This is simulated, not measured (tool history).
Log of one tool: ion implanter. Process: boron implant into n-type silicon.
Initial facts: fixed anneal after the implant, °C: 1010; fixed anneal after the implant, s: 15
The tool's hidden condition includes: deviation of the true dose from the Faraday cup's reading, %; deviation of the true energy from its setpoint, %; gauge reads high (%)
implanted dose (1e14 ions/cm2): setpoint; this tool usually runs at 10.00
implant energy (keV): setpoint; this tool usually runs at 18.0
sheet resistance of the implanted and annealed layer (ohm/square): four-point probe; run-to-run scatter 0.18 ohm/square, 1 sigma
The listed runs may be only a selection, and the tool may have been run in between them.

run,hour,implanted dose (1e14 ions/cm2),implant energy (keV),wafers since the last listed run,hours since the last dose calibration,hours since the extraction supply was calibrated,hours since the gauge calibration,"read-back reference wafer on the same gauge, sheet resistance",sheet resistance of the implanted and annealed layer (ohm/square)
1,0.0,8.48,18.0,0,412.2,5641.0,119.1,101.00,132.64
2,16.6,10.00,21.5,157,428.8,5657.6,135.7,100.99,113.76
3,30.5,11.60,18.0,132,442.7,5671.5,149.6,101.04,103.22
4,44.6,7.70,18.0,133,456.8,5685.6,163.7,101.01,143.85
5,56.1,7.70,18.0,109,468.3,5697.1,175.2,101.01,143.16
6,68.5,7.70,18.0,117,480.7,5709.5,187.6,100.99,143.10
7,77.2,10.00,18.0,82,489.4,5718.2,196.3,100.98,115.02
8,87.6,10.00,18.0,98,499.8,5728.6,206.7,101.04,115.14
# hour 96.3: Faraday cup replaced and dose calibrated
9,98.8,10.00,18.0,30,2.5,5739.8,217.9,100.99,117.84
# hour 105.5: gauge calibrated
10,130.7,11.24,12.5,303,34.4,5771.7,25.2,101.02,114.81
11,177.0,8.83,13.5,439,80.7,5818.0,71.5,101.00,135.00
12,190.7,10.00,18.0,130,94.4,5831.7,85.2,100.99,117.70
# hour 211.4: extraction supply calibrated
13,211.9,12.44,13.5,125,115.6,0.5,106.4,101.01,105.69
14,217.4,7.03,18.0,52,121.1,6.0,111.9,101.00,158.26
15,225.3,7.76,15.5,75,129.0,13.9,119.8,100.97,147.41

What does the tool deliver on the next run?
16,237.7,12.77,23.0,117,141.4,26.3,132.2,?,?

Run 16 gave read-back reference wafer on the same gauge, sheet resistance 101.00, sheet resistance of the implanted and annealed layer (ohm/square) 94.63.
With the hidden condition absent and the run-to-run variation left alone, this run would have shown sheet resistance of the implanted and annealed layer (ohm/square) 94.95.
